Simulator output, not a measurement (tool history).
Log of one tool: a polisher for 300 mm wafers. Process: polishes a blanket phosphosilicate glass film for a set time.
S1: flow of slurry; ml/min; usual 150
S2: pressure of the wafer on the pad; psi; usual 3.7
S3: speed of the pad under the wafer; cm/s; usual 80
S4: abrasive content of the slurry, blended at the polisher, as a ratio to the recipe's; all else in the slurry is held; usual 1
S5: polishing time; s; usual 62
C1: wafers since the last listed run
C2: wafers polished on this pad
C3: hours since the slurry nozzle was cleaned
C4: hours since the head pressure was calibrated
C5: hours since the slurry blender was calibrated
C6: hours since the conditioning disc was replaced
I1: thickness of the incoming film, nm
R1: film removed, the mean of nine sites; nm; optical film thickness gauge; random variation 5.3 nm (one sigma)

run 1 hour=0 | S1=150 S2=3.7 S3=80 S4=1 S5=62 | C1=0 C2=3141 C3=768.9 C4=361.3 C5=22.2 C6=283.9 | I1=2270.7 | R1=410.6
run 2 hour=63.9 | S1=150 S2=3.7 S3=80 S4=1 S5=62 | C1=934 C2=4076 C3=832.8 C4=425.2 C5=86.1 C6=347.8 | I1=2258 | R1=396.4
-- hour=111 worn pad replaced by a new one
run 3 hour=130.8 | S1=150 S2=3.7 S3=72 S4=1 S5=62 | C1=920 C2=288 C3=899.7 C4=492.1 C5=153 C6=414.7 | I1=2265 | R1=402.3
-- hour=134.4 slurry nozzle cleaned
-- hour=155.1 head pressure recalibrated
run 4 hour=189.1 | S1=150 S2=3.7 S3=80 S4=1 S5=62 | C1=808 C2=1097 C3=54.7 C4=34 C5=211.3 C6=473 | I1=2267.7 | R1=424.9
run 5 hour=256.6 | S1=185 S2=3.7 S3=80 S4=1 S5=62 | C1=987 C2=2085 C3=122.2 C4=101.5 C5=278.8 C6=540.5 | I1=2321.8 | R1=434
-- hour=302.7 conditioning disc replaced and pad reconditioned
run 6 hour=316.7 | S1=185 S2=3.7 S3=80 S4=1 S5=62 | C1=849 C2=2935 C3=182.3 C4=161.6 C5=338.9 C6=14 | I1=2239.5 | R1=431.4
-- hour=318.8 slurry blender recalibrated
run 7 hour=348.5 | S1=150 S2=3.7 S3=90 S4=1.1 S5=62 | C1=435 C2=3371 C3=214.1 C4=193.4 C5=29.7 C6=45.8 | I1=2335 | R1=461.6
run 8 hour=414.2 | S1=150 S2=2.7 S3=80 S4=0.9 S5=62 | C1=961 C2=4332 C3=279.8 C4=259.1 C5=95.4 C6=111.5 | I1=2334.8 | R1=299.6
-- hour=431.8 worn pad replaced by a new one
run 9 hour=481.1 | S1=150 S2=3.7 S3=80 S4=1 S5=62 | C1=920 C2=721 C3=346.7 C4=326 C5=162.3 C6=178.4 | I1=2284.8 | R1=443.3
run 10 hour=511.8 | S1=150 S2=3.2 S3=80 S4=1 S5=73 | C1=449 C2=1170 C3=377.4 C4=356.7 C5=193 C6=209.1 | I1=2284.4 | R1=467.4
run 11 hour=572.3 | S1=200 S2=3.7 S3=80 S4=0.85 S5=53 | C1=884 C2=2055 C3=437.9 C4=417.2 C5=253.5 C6=269.6 | I1=2251.4 | R1=350.4
run 12 hour=638.9 | S1=150 S2=3.7 S3=80 S4=1 S5=62 | C1=974 C2=3029 C3=504.5 C4=483.8 C5=320.1 C6=336.2 | I1=2314.7 | R1=407.4
-- hour=647.1 head pressure recalibrated
-- hour=705.1 slurry blender recalibrated
run 13 hour=707.7 | S1=150 S2=3.7 S3=80 S4=1 S5=62 | C1=947 C2=3977 C3=573.3 C4=60.6 C5=2.6 C6=405 | I1=2315.4 | R1=404
run 14 hour=776.8 | S1=150 S2=3.7 S3=80 S4=1 S5=62 | C1=1010 C2=4988 C3=642.4 C4=129.7 C5=71.7 C6=474.1 | I1=2326.1 | R1=382.1
-- hour=822.6 worn pad replaced by a new one
run 15 hour=835.7 | S1=150 S2=3.7 S3=60 S4=1.1 S5=51 | C1=803 C2=192 C3=701.3 C4=188.6 C5=130.6 C6=533 | I1=2320.7 | R1=298.7
run 16 hour=873.1 | S1=150 S2=2.4 S3=56 S4=1 S5=62 | C1=547 C2=739 C3=738.7 C4=226 C5=168 C6=570.4 | I1=2266.3 | R1=242.8
-- hour=911.5 slurry nozzle cleaned
-- hour=916.2 conditioning disc replaced and pad reconditioned
run 17 hour=926.9 | S1=150 S2=2.6 S3=80 S4=1 S5=62 | C1=743 C2=1482 C3=15.4 C4=279.8 C5=221.8 C6=10.7 | I1=2274.6 | R1=329.1
run 18 hour=992.5 | S1=150 S2=3.7 S3=80 S4=1.25 S5=62 | C1=959 C2=2442 C3=81 C4=345.4 C5=287.4 C6=76.3 | I1=2262.3 | R1=453.7
run 19 hour=1020.1 | S1=150 S2=3.7 S3=80 S4=1 S5=62 | C1=403 C2=2845 C3=108.6 C4=373 C5=315 C6=103.9 | I1=2283.7 | R1=408.3
run 20 hour=1056.8 | S1=150 S2=3.7 S3=96 S4=1 S5=62 | C1=536 C2=3382 C3=145.3 C4=409.7 C5=351.7 C6=140.6 | I1=2283.7 | R1=469.9
-- hour=1071.3 slurry blender recalibrated
run 21 hour=1092.4 | S1=150 S2=4.9 S3=66 S4=1 S5=62 | C1=491 C2=3874 C3=180.9 C4=445.3 C5=21.1 C6=176.2 | I1=2293.4 | R1=419.1
run 22 hour=1156.4 | S1=115 S2=3.1 S3=72 S4=0.75 S5=62 | C1=936 C2=4810 C3=244.9 C4=509.3 C5=85.1 C6=240.2 | I1=2328.6 | R1=253.2
-- hour=1166.1 head pressure recalibrated
-- hour=1194.8 worn pad replaced by a new one
run 23 hour=1214.2 | S1=165 S2=2.7 S3=58 S4=1 S5=54 | C1=757 C2=284 C3=302.7 C4=48.1 C5=142.9 C6=298 | I1=2328.5 | R1=235.5
run 24 hour=1252 | S1=150 S2=3.7 S3=80 S4=1 S5=71 | C1=552 C2=837 C3=340.5 C4=85.9 C5=180.7 C6=335.8 | I1=2302.2 | R1=486.4
run 25 hour=1369.7 | S1=195 S2=3.7 S3=80 S4=1 S5=78 | C1=1721 C2=2558 C3=458.2 C4=203.6 C5=298.4 C6=453.5 | I1=2281.2 | R1=534.2

4 ways to go on from here, each from the tool as it stands after run 25. What would each give?
run A hour=1370.1 | S1=150 S2=3.7 S3=80 S4=0.9 S5=62 | C1=5 C2=2564 C3=458.6 C4=204 C5=298.8 C6=453.9 | I1=2293.4 | R1=?
run B hour=1370.1 | S1=150 S2=3.7 S3=80 S4=1 S5=83 | C1=5 C2=2564 C3=458.6 C4=204 C5=298.8 C6=453.9 | I1=2293.4 | R1=?
run C hour=1370.1 | S1=150 S2=3.7 S3=56 S4=1 S5=62 | C1=5 C2=2564 C3=458.6 C4=204 C5=298.8 C6=453.9 | I1=2293.4 | R1=?
run D hour=1370.1 | S1=150 S2=3.7 S3=80 S4=0.75 S5=74 | C1=5 C2=2564 C3=458.6 C4=204 C5=298.8 C6=453.9 | I1=2293.4 | R1=?

run=A R1=390.9
run=B R1=550.7
run=C R1=309.3
run=D R1=423.7
Without the tool's hidden state the same runs would have given:
run=A R1=426.9
run=B R1=601.5
run=C R1=337.8
run=D R1=462.7
